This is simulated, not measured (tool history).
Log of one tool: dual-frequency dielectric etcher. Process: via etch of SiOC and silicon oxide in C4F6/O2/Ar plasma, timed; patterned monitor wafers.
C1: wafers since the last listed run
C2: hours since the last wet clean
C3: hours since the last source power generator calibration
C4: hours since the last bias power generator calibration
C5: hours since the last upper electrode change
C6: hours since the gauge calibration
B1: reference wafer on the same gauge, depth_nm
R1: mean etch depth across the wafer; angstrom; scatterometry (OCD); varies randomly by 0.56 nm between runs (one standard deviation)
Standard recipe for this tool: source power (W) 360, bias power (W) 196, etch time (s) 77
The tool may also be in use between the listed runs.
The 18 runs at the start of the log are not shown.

{"hour": 443.3, "done": "wet clean of the chamber"}
{"run": 19, "hour": 443.8, "source power (W)": 360, "bias power (W)": 208, "etch time (s)": 60.5, "C1": 32, "C2": 0.5, "C3": 209.7, "C4": 298.6, "C5": 291.2, "C6": 335.6, "B1": 96.2, "R1": 748}
{"run": 20, "hour": 461.5, "source power (W)": 360, "bias power (W)": 196, "etch time (s)": 89, "C1": 112, "C2": 18.2, "C3": 227.4, "C4": 316.3, "C5": 308.9, "C6": 353.3, "B1": 96.2, "R1": 1069}
{"run": 21, "hour": 483.4, "source power (W)": 360, "bias power (W)": 196, "etch time (s)": 83, "C1": 139, "C2": 40.1, "C3": 249.3, "C4": 338.2, "C5": 330.8, "C6": 375.2, "B1": 96.2, "R1": 1006}
{"run": 22, "hour": 515.8, "source power (W)": 360, "bias power (W)": 196, "etch time (s)": 77, "C1": 206, "C2": 72.5, "C3": 281.7, "C4": 370.6, "C5": 363.2, "C6": 407.6, "B1": 96.2, "R1": 927}
{"run": 23, "hour": 543.6, "source power (W)": 360, "bias power (W)": 196, "etch time (s)": 77, "C1": 176, "C2": 100.3, "C3": 309.5, "C4": 398.4, "C5": 391, "C6": 435.4, "B1": 96.3, "R1": 926}
{"run": 24, "hour": 579.2, "source power (W)": 360, "bias power (W)": 196, "etch time (s)": 77, "C1": 226, "C2": 135.9, "C3": 345.1, "C4": 434, "C5": 426.6, "C6": 471, "B1": 96.2, "R1": 942}
{"run": 25, "hour": 605.3, "source power (W)": 290, "bias power (W)": 177, "etch time (s)": 69.5, "C1": 166, "C2": 162, "C3": 371.2, "C4": 460.1, "C5": 452.7, "C6": 497.1, "B1": 96.2, "R1": 655}
{"run": 26, "hour": 628.9, "source power (W)": 360, "bias power (W)": 196, "etch time (s)": 77, "C1": 150, "C2": 185.6, "C3": 394.8, "C4": 483.7, "C5": 476.3, "C6": 520.7, "B1": 96.2, "R1": 940}
{"run": 27, "hour": 646.9, "source power (W)": 320, "bias power (W)": 228, "etch time (s)": 56.5, "C1": 114, "C2": 203.6, "C3": 412.8, "C4": 501.7, "C5": 494.3, "C6": 538.7, "B1": 96.1, "R1": 686}
{"run": 28, "hour": 665.6, "source power (W)": 360, "bias power (W)": 196, "etch time (s)": 77, "C1": 118, "C2": 222.3, "C3": 431.5, "C4": 520.4, "C5": 513, "C6": 557.4, "B1": 96, "R1": 931}
{"run": 29, "hour": 691.3, "source power (W)": 440, "bias power (W)": 196, "etch time (s)": 61.5, "C1": 163, "C2": 248, "C3": 457.2, "C4": 546.1, "C5": 538.7, "C6": 583.1, "B1": 96.2, "R1": 869}
{"run": 30, "hour": 705.0, "source power (W)": 360, "bias power (W)": 196, "etch time (s)": 77, "C1": 87, "C2": 261.7, "C3": 470.9, "C4": 559.8, "C5": 552.4, "C6": 596.8, "B1": 96.4, "R1": 950}
{"run": 31, "hour": 717.3, "source power (W)": 360, "bias power (W)": 196, "etch time (s)": 77, "C1": 78, "C2": 274, "C3": 483.2, "C4": 572.1, "C5": 564.7, "C6": 609.1, "B1": 96.2, "R1": 936}

Here are 3 independent what-if runs from the current tool condition. What would each one return?
{"run": "A", "hour": 717.7, "source power (W)": 360, "bias power (W)": 179, "etch time (s)": 77, "C1": 2, "C2": 274.4, "C3": 483.6, "C4": 572.5, "C5": 565.1, "C6": 609.5, "B1": "?", "R1": "?"}
{"run": "B", "hour": 717.7, "source power (W)": 360, "bias power (W)": 157, "etch time (s)": 55, "C1": 2, "C2": 274.4, "C3": 483.6, "C4": 572.5, "C5": 565.1, "C6": 609.5, "B1": "?", "R1": "?"}
{"run": "C", "hour": 717.7, "source power (W)": 360, "bias power (W)": 211, "etch time (s)": 90.5, "C1": 2, "C2": 274.4, "C3": 483.6, "C4": 572.5, "C5": 565.1, "C6": 609.5, "B1": "?", "R1": "?"}

run=A B1=96.2 R1=904
run=B B1=96.2 R1=593
run=C B1=96.2 R1=1172
With the hidden condition removed and each run's random variation left untouched, the same runs would have given:
run=A R1=885
run=B R1=581
run=C R1=1148
